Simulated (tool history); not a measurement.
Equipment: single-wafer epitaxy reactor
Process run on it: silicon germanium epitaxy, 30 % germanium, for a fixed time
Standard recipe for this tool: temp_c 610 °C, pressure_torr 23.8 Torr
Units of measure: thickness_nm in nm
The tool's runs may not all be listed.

run,day,temp_c,pressure_torr,wafers since the last listed run,hours since the last pyrometer calibration,hours since the last manometer calibration,hours since the showerhead was replaced,hours since the gauge calibration,"read-back reference wafer on the same gauge, thickness_nm",thickness_nm
1,0.000,618,23.8,0,1015.6,845.4,5882.1,868.0,77.725,84.560
2,1.642,618,23.8,557,1055.0,884.8,5921.5,907.4,77.734,84.153
3,2.658,610,23.8,345,1079.4,909.2,5945.9,931.8,77.709,74.298
4,5.442,610,23.8,945,1146.2,976.0,6012.7,998.6,77.708,74.321
5,8.317,610,25.3,976,1215.2,1045.0,6081.7,1067.6,77.806,76.442
6,11.121,616,21.4,952,1282.5,1112.3,6149.0,1134.9,77.789,77.729
7,13.446,616,21.4,790,1338.3,1168.1,6204.8,1190.7,77.703,77.523
8,15.925,616,21.4,842,1397.8,1227.6,6264.3,1250.2,77.628,77.644
9,18.033,610,23.8,716,1448.4,1278.2,6314.9,1300.8,77.765,74.235
10,19.896,610,23.8,632,1493.1,1322.9,6359.6,1345.5,77.701,73.909
11,22.783,610,23.8,981,1562.4,1392.2,6428.9,1414.8,77.740,74.050
12,24.271,610,23.8,505,1598.1,1427.9,6464.6,1450.5,77.714,74.106
13,25.942,610,23.8,567,1638.2,1468.0,6504.7,1490.6,77.695,74.085
14,27.829,610,23.8,641,1683.5,1513.3,6550.0,1535.9,77.766,74.233
15,29.938,610,23.8,716,1734.1,1563.9,6600.6,1586.5,77.760,73.914
16,32.112,610,23.8,739,1786.3,1616.1,6652.8,1638.7,77.709,73.898
17,33.246,616,21.4,385,1813.5,1643.3,6680.0,1665.9,77.705,77.689
# day 34.425: capacitance manometer re-zeroed and calibrated
18,35.371,605,27.1,608,1864.5,22.7,6731.0,1716.9,77.706,72.888
19,37.488,599,26.4,719,1915.3,73.5,6781.8,1767.7,77.752,64.888
20,39.429,610,23.8,659,1961.9,120.1,6828.4,1814.3,77.733,73.945
21,42.092,610,23.8,904,2025.8,184.0,6892.3,1878.2,77.658,74.197
# day 43.275: pyrometer calibrated
# day 44.446: showerhead replaced
22,44.862,596,28.8,715,38.1,250.5,10.0,1944.7,77.663,66.412
# day 47.838: gauge calibrated
23,50.646,623,26.4,1965,176.9,389.3,148.8,67.4,77.661,96.497
24,51.917,598,22.2,431,207.4,419.8,179.3,97.9,77.663,60.184
25,54.596,619,28.5,910,271.7,484.1,243.6,162.2,77.695,93.714
26,56.654,597,25.7,699,321.1,533.5,293.0,211.6,77.793,62.770
27,57.867,610,23.8,412,350.2,562.6,322.1,240.7,77.645,75.137
28,60.538,598,19.6,907,414.3,626.7,386.2,304.8,77.702,56.362
29,63.071,610,19.9,860,475.1,687.5,447.0,365.6,77.740,68.797
30,65.646,596,28.8,875,536.9,749.3,508.8,427.4,77.674,64.579
31,66.917,616,26.7,431,567.4,779.8,539.3,457.9,77.730,85.921

Hidden state, per run?
true pressure above the setpoint (%): 0 at every run
gauge reads high (%): 0 at every run
H1: wafer temperature above the value expected at the setpoint (K)
run,H1
1,-1.36
2,-1.39
3,-1.41
4,-1.45
5,-1.5
6,-1.53
7,-1.56
8,-1.59
9,-1.61
10,-1.63
11,-1.66
12,-1.67
13,-1.68
14,-1.7
15,-1.71
16,-1.73
17,-1.73
18,-1.75
19,-1.76
20,-1.77
21,-1.78
22,-0.153
23,-0.544
24,-0.62
25,-0.77
26,-0.877
27,-0.936
28,-1.06
29,-1.16
30,-1.26
31,-1.31
